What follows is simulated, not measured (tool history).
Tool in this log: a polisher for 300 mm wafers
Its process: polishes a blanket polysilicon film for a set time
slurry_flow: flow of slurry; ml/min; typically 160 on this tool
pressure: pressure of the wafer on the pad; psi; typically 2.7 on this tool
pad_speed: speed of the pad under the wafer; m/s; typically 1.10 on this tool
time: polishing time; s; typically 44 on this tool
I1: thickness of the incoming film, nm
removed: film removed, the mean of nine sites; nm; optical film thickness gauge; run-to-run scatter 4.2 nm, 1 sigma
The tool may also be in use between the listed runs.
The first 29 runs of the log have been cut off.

-- hour=1303.2 worn pad replaced by a new one
run 30 hour=1309.3 | slurry_flow=135 pressure=3.1 pad_speed=0.76 time=32 | I1=1506.7 | removed=236.7
-- hour=1376.2 slurry nozzle cleaned
run 31 hour=1376.7 | slurry_flow=145 pressure=2.7 pad_speed=1.10 time=44 | I1=1491.5 | removed=348.8
run 32 hour=1442.5 | slurry_flow=160 pressure=2.1 pad_speed=0.78 time=55 | I1=1497.7 | removed=295.1
run 33 hour=1570.0 | slurry_flow=160 pressure=3.3 pad_speed=1.10 time=33 | I1=1510.2 | removed=321.8
run 34 hour=1636.6 | slurry_flow=125 pressure=2.7 pad_speed=1.26 time=44 | I1=1489.6 | removed=344.7
run 35 hour=1675.5 | slurry_flow=185 pressure=2.7 pad_speed=1.10 time=51 | I1=1503.4 | removed=410.6
-- hour=1701.4 worn pad replaced by a new one
run 36 hour=1701.9 | slurry_flow=200 pressure=2.7 pad_speed=1.10 time=44 | I1=1492.4 | removed=366.2
run 37 hour=1741.5 | slurry_flow=145 pressure=2.7 pad_speed=1.10 time=32 | I1=1507.5 | removed=251.8

4 ways to go on from here, each from the tool as it stands after run 37. What would each give?
run A hour=1741.9 | slurry_flow=160 pressure=2.7 pad_speed=1.10 time=44 | I1=1487.6 | removed=?
run B hour=1741.9 | slurry_flow=200 pressure=2.1 pad_speed=0.84 time=53 | I1=1487.6 | removed=?
run C hour=1741.9 | slurry_flow=205 pressure=1.8 pad_speed=1.10 time=44 | I1=1487.6 | removed=?
run D hour=1741.9 | slurry_flow=105 pressure=2.7 pad_speed=0.98 time=44 | I1=1487.6 | removed=?

run=A removed=356.4
run=B removed=305.3
run=C removed=249.0
run=D removed=290.2
The same runs, with their run-to-run variation unchanged, on a tool lacking any hidden condition would have given:
run=A removed=360.6
run=B removed=308.9
run=C removed=251.9
run=D removed=293.7
